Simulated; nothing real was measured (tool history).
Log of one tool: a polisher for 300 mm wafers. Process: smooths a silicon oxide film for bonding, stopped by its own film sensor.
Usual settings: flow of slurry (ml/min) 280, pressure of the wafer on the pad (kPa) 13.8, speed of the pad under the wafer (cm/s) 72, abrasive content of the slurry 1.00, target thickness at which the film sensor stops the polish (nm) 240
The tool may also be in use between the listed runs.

run   hour  flow of slurry (ml/min)  pressure of the wafer on the pad (kPa)  speed of the pad under the wafer (cm/s)  abrasive content of the slurry  target thickness at which the film sensor stops the polish (nm)  incoming thickness of the incoming film, nm  time until the film sensor stopped the polish (s)
  1    0.0                      280                                    13.8                                       72                            1.00                                                              240                                        291.2                                              100.8
  2   15.8                      280                                    13.8                                       72                            1.00                                                              244                                        294.8                                               99.4
  3   26.7                      280                                    13.8                                       72                            1.00                                                              244                                        287.2                                               85.2
  4   33.1                      280                                    13.8                                       72                            1.00                                                              240                                        292.8                                              103.4
  5   40.0                      280                                    13.8                                       72                            1.00                                                              240                                        289.8                                               97.6
  6   56.8                      280                                    13.8                                       72                            1.00                                                              240                                        293.0                                              105.6
  7   69.1                      280                                    13.8                                       72                            1.00                                                              240                                        291.8                                              101.2
  8   84.5                      280                                    13.8                                       72                            1.00                                                              240                                        294.5                                              112.8
  9   97.1                      220                                    13.8                                       72                            1.00                                                              240                                        293.4                                              112.4
 10  112.5                      220                                    13.8                                       72                            1.00                                                              240                                        288.0                                               99.5
 11  120.9                      280                                    13.8                                       72                            1.00                                                              240                                        288.3                                               98.8
 12  142.3                      280                                    13.8                                       94                            0.90                                                              240                                        290.1                                               88.4
 13  150.4                      280                                    15.9                                       72                            1.00                                                              240                                        294.4                                              105.2
     159.2  -- slurry blender recalibrated
     166.7  -- slurry nozzle cleaned
 14  167.2                      280                                    11.0                                       72                            1.00                                                              240                                        288.6                                              117.2
 15  183.8                      360                                    17.2                                       72                            0.75                                                              229                                        289.1                                              124.6
     193.6  -- worn pad replaced by a new one
 16  194.1                      280                                    13.8                                       58                            1.00                                                              240                                        294.5                                              116.6
 17  208.9                      280                                    13.8                                       72                            1.00                                                              240                                        291.5                                               93.1
     223.6  -- head pressure recalibrated
 18  224.1                      315                                    11.0                                       72                            0.85                                                              240                                        285.7                                              100.0
 19  235.5                      280                                    13.8                                       72                            1.00                                                              240                                        288.5                                               89.6
 20  248.7                      280                                    10.3                                       94                            1.20                                                              240                                        291.2                                               83.2
 21  264.5                      280                                    13.8                                       72                            1.00                                                              240                                        288.2                                               90.3

The next listed run, before its measurement:
 22  280.0                      215                                    13.8                                       72                            1.25                                                              226                                        288.9                                                  ?

time until the film sensor stopped the polish (s): 110.9
Without the tool's hidden state the same run would have given time until the film sensor stopped the polish (s) 104.8.

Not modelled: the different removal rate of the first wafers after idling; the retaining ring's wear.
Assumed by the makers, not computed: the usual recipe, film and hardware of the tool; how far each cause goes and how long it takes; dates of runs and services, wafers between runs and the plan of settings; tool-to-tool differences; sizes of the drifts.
